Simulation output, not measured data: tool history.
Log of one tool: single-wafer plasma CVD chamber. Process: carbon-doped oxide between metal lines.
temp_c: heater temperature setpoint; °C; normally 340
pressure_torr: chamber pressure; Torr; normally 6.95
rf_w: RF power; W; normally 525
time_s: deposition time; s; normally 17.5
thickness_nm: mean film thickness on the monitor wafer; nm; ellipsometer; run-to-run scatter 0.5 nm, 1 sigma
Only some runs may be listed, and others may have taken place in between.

run,hour,temp_c,pressure_torr,rf_w,time_s,wafers since the last listed run,hours since the last thermocouple change,hours since the last RF generator calibration,hours since the last manometer calibration,hours since the showerhead was replaced,hours since the gauge calibration,"read-back reference wafer on the same gauge, thickness_nm",thickness_nm
1,0,340,6.95,525,17.5,0,975,1339.7,2154.8,6646.2,389.2,119.11,99.942
# hour 19.5: capacitance manometer re-zeroed and calibrated
2,20,340,6.95,525,15.9,303,995,1359.7,0.5,6666.2,409.2,119.233,90.062
3,23.6,340,6.95,525,15.9,91,998.6,1363.3,4.1,6669.8,412.8,119.183,90.247
4,38.6,340,6.95,525,15.9,379,1013.6,1378.3,19.1,6684.8,427.8,119.174,90.292
5,47.6,340,6.95,525,17.5,227,1022.6,1387.3,28.1,6693.8,436.8,119.133,99.297
6,54.8,340,6.95,525,17.5,182,1029.8,1394.5,35.3,6701,444,119.17,100.078
7,65.3,340,6.95,525,17.5,265,1040.3,1405,45.8,6711.5,454.5,119.129,100.081
8,80.9,340,6.95,525,17.5,394,1055.9,1420.6,61.4,6727.1,470.1,119.235,99.282
9,93.6,340,6.95,525,17.5,321,1068.6,1433.3,74.1,6739.8,482.8,119.155,99.638
# hour 106.7: gauge calibrated
10,115.7,340,6.95,525,17.5,559,1090.7,1455.4,96.2,6761.9,9,119.301,98.97
# hour 127.4: thermocouple changed; heater temperature recalibrated
# hour 131: showerhead replaced
11,131.5,340,6.95,525,16.3,105,4.1,1471.2,112,0.5,24.8,119.245,93.324
12,137.9,340,6.95,525,17.5,161,10.5,1477.6,118.4,6.9,31.2,119.106,99.741
13,148.1,340,6.95,525,15.1,258,20.7,1487.8,128.6,17.1,41.4,119.263,85.955
14,160.4,340,6.95,525,16.4,311,33,1500.1,140.9,29.4,53.7,119.31,93.064
# hour 178.3: RF generator calibrated
15,178.8,340,8.28,620,17.5,263,51.4,0.5,159.3,47.8,72.1,119.193,112.697
16,193.5,347,7.87,465,19,371,66.1,15.2,174,62.5,86.8,119.182,98.13
17,207.4,340,5.9,595,16.4,351,80,29.1,187.9,76.4,100.7,119.19,99.351
18,219.7,340,6.95,465,17.5,311,92.3,41.4,200.2,88.7,113,119.226,91.229
19,226,340,7.6,560,17.5,159,98.6,47.7,206.5,95,119.3,119.314,104.707
20,242.8,330,6.95,565,17.5,425,115.4,64.5,223.3,111.8,136.1,119.197,107.423
21,258.3,340,6.95,425,20.6,392,130.9,80,238.8,127.3,151.6,119.362,99.088
22,271.3,325,6.95,475,17.5,328,143.9,93,251.8,140.3,164.6,119.212,95.938
23,288.7,348,7.8,525,19.5,440,161.3,110.4,269.2,157.7,182,119.216,108.84
24,300.4,340,6.95,525,17.5,296,173,122.1,280.9,169.4,193.7,119.226,100.013
25,313.8,348,6.95,495,17.5,339,186.4,135.5,294.3,182.8,207.1,119.23,93.942
26,326.1,340,8.28,620,17.5,311,198.7,147.8,306.6,195.1,219.4,119.221,111.621
27,343,340,6.95,525,19.5,427,215.6,164.7,323.5,212,236.3,119.195,110.909
28,353.6,346,5.22,575,17.5,268,226.2,175.3,334.1,222.6,246.9,119.258,100.685
29,370.1,355,5.35,610,15.8,417,242.7,191.8,350.6,239.1,263.4,119.283,91.86

Alternative continuations, all from the tool just after run 29; predict every row:
A,370.5,340,6.95,525,16.2,10,243.1,192.2,351,239.5,263.8,?,?
B,370.5,340,6.95,480,15.1,10,243.1,192.2,351,239.5,263.8,?,?
C,370.5,335,7.49,555,14.2,10,243.1,192.2,351,239.5,263.8,?,?
D,370.5,340,5.87,525,19.9,10,243.1,192.2,351,239.5,263.8,?,?

run,"read-back reference wafer on the same gauge, thickness_nm",thickness_nm
A,119.142,92.786
B,119.142,81.313
C,119.142,86.397
D,119.142,111.687
The same runs, with their run-to-run variation unchanged, on a tool lacking any hidden condition would have given:
run,thickness_nm
A,92.786
B,81.313
C,86.397
D,111.687

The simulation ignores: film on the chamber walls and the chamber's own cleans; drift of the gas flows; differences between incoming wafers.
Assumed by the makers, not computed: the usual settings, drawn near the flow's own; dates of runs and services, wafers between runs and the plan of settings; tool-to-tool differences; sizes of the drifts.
